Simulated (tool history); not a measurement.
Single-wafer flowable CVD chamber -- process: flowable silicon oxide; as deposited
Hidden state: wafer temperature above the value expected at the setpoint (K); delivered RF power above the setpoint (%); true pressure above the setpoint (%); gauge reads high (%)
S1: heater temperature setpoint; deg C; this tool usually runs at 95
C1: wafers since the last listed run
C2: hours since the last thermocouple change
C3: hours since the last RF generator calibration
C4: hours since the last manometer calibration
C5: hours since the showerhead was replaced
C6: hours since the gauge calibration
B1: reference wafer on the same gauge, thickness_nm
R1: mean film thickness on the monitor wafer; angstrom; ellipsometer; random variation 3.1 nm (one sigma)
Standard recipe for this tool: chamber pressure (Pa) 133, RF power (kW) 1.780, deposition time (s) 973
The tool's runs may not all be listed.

run 1 hour=0.0 | S1=95 chamber_pressure_(Pa)=111 RF_power_(kW)=1.660 deposition_time_(s)=973 | C1=0 C2=973.0 C3=450.8 C4=1148.9 C5=5461.8 C6=1568.9 | B1=766.903 | R1=7622.56
run 2 hour=65.2 | S1=95 chamber_pressure_(Pa)=133 RF_power_(kW)=1.780 deposition_time_(s)=973 | C1=119 C2=1038.2 C3=516.0 C4=1214.1 C5=5527.0 C6=1634.1 | B1=766.949 | R1=9370.08
-- hour=85.5 capacitance manometer re-zeroed and calibrated
run 3 hour=111.9 | S1=89 chamber_pressure_(Pa)=133 RF_power_(kW)=1.780 deposition_time_(s)=973 | C1=71 C2=1084.9 C3=562.7 C4=26.4 C5=5573.7 C6=1680.8 | B1=767.647 | R1=11580.81
-- hour=142.4 thermocouple changed; heater temperature recalibrated
run 4 hour=144.1 | S1=89 chamber_pressure_(Pa)=133 RF_power_(kW)=1.780 deposition_time_(s)=973 | C1=44 C2=1.7 C3=594.9 C4=58.6 C5=5605.9 C6=1713.0 | B1=767.157 | R1=11616.70
run 5 hour=169.1 | S1=95 chamber_pressure_(Pa)=133 RF_power_(kW)=1.780 deposition_time_(s)=973 | C1=45 C2=26.7 C3=619.9 C4=83.6 C5=5630.9 C6=1738.0 | B1=766.626 | R1=9377.31
run 6 hour=231.0 | S1=95 chamber_pressure_(Pa)=133 RF_power_(kW)=1.780 deposition_time_(s)=1034 | C1=113 C2=88.6 C3=681.8 C4=145.5 C5=5692.8 C6=1799.9 | B1=767.132 | R1=10014.63
run 7 hour=292.0 | S1=95 chamber_pressure_(Pa)=133 RF_power_(kW)=1.780 deposition_time_(s)=1034 | C1=111 C2=149.6 C3=742.8 C4=206.5 C5=5753.8 C6=1860.9 | B1=766.798 | R1=10007.95
run 8 hour=324.2 | S1=95 chamber_pressure_(Pa)=133 RF_power_(kW)=1.780 deposition_time_(s)=1034 | C1=59 C2=181.8 C3=775.0 C4=238.7 C5=5786.0 C6=1893.1 | B1=767.918 | R1=9923.22
run 9 hour=357.6 | S1=95 chamber_pressure_(Pa)=109 RF_power_(kW)=1.660 deposition_time_(s)=973 | C1=61 C2=215.2 C3=808.4 C4=272.1 C5=5819.4 C6=1926.5 | B1=767.255 | R1=7521.41
run 10 hour=406.1 | S1=95 chamber_pressure_(Pa)=133 RF_power_(kW)=1.780 deposition_time_(s)=973 | C1=89 C2=263.7 C3=856.9 C4=320.6 C5=5867.9 C6=1975.0 | B1=767.430 | R1=9421.76
run 11 hour=458.1 | S1=95 chamber_pressure_(Pa)=133 RF_power_(kW)=1.780 deposition_time_(s)=973 | C1=95 C2=315.7 C3=908.9 C4=372.6 C5=5919.9 C6=2027.0 | B1=766.415 | R1=9371.69
-- hour=477.8 gauge calibrated
run 12 hour=524.6 | S1=95 chamber_pressure_(Pa)=133 RF_power_(kW)=1.780 deposition_time_(s)=973 | C1=122 C2=382.2 C3=975.4 C4=439.1 C5=5986.4 C6=46.8 | B1=766.956 | R1=9419.23
run 13 hour=569.0 | S1=85 chamber_pressure_(Pa)=133 RF_power_(kW)=1.685 deposition_time_(s)=973 | C1=81 C2=426.6 C3=1019.8 C4=483.5 C5=6030.8 C6=91.2 | B1=766.587 | R1=13003.65
-- hour=600.0 showerhead replaced
run 14 hour=600.5 | S1=107 chamber_pressure_(Pa)=133 RF_power_(kW)=1.475 deposition_time_(s)=820 | C1=43 C2=458.1 C3=1051.3 C4=515.0 C5=0.5 C6=122.7 | B1=767.099 | R1=4723.88
run 15 hour=625.1 | S1=104 chamber_pressure_(Pa)=133 RF_power_(kW)=1.780 deposition_time_(s)=973 | C1=45 C2=482.7 C3=1075.9 C4=539.6 C5=25.1 C6=147.3 | B1=767.232 | R1=6718.56
-- hour=669.3 RF generator calibrated
run 16 hour=696.5 | S1=83 chamber_pressure_(Pa)=108 RF_power_(kW)=2.015 deposition_time_(s)=1050 | C1=116 C2=554.1 C3=27.2 C4=611.0 C5=96.5 C6=218.7 | B1=767.556 | R1=12869.74
run 17 hour=746.0 | S1=95 chamber_pressure_(Pa)=133 RF_power_(kW)=1.780 deposition_time_(s)=1034 | C1=90 C2=603.6 C3=76.7 C4=660.5 C5=146.0 C6=268.2 | B1=767.766 | R1=10016.77
run 18 hour=919.5 | S1=80 chamber_pressure_(Pa)=109 RF_power_(kW)=1.780 deposition_time_(s)=973 | C1=318 C2=777.1 C3=250.2 C4=834.0 C5=319.5 C6=441.7 | B1=767.166 | R1=12847.00
run 19 hour=945.8 | S1=81 chamber_pressure_(Pa)=124 RF_power_(kW)=1.780 deposition_time_(s)=973 | C1=48 C2=803.4 C3=276.5 C4=860.3 C5=345.8 C6=468.0 | B1=766.801 | R1=14198.19
run 20 hour=979.0 | S1=95 chamber_pressure_(Pa)=133 RF_power_(kW)=2.040 deposition_time_(s)=779 | C1=60 C2=836.6 C3=309.7 C4=893.5 C5=379.0 C6=501.2 | B1=767.996 | R1=7797.70
run 21 hour=1050.5 | S1=95 chamber_pressure_(Pa)=133 RF_power_(kW)=1.895 deposition_time_(s)=1030 | C1=131 C2=908.1 C3=381.2 C4=965.0 C5=450.5 C6=572.7 | B1=766.165 | R1=10152.60
run 22 hour=1102.0 | S1=95 chamber_pressure_(Pa)=144 RF_power_(kW)=2.120 deposition_time_(s)=973 | C1=94 C2=959.6 C3=432.7 C4=1016.5 C5=502.0 C6=624.2 | B1=766.547 | R1=10577.01
-- hour=1144.5 capacitance manometer re-zeroed and calibrated
run 23 hour=1145.0 | S1=95 chamber_pressure_(Pa)=133 RF_power_(kW)=1.780 deposition_time_(s)=890 | C1=64 C2=1002.6 C3=475.7 C4=0.5 C5=545.0 C6=667.2 | B1=766.722 | R1=8615.57
run 24 hour=1163.5 | S1=103 chamber_pressure_(Pa)=151 RF_power_(kW)=1.780 deposition_time_(s)=973 | C1=33 C2=1021.1 C3=494.2 C4=19.0 C5=563.5 C6=685.7 | B1=766.930 | R1=7886.83
run 25 hour=1191.0 | S1=103 chamber_pressure_(Pa)=160 RF_power_(kW)=1.585 deposition_time_(s)=806 | C1=50 C2=1048.6 C3=521.7 C4=46.5 C5=591.0 C6=713.2 | B1=767.104 | R1=6622.26

Expected results for the next run?
run 26 hour=1237.8 | S1=87 chamber_pressure_(Pa)=133 RF_power_(kW)=1.780 deposition_time_(s)=973 | C1=85 C2=1095.4 C3=568.5 C4=93.3 C5=637.8 C6=760.0 | B1=? | R1=?

B1: 767.232
R1: 12427.01 angstrom
With the hidden condition absent and the run-to-run variation left alone, this run would have shown R1 12427.01 angstrom.
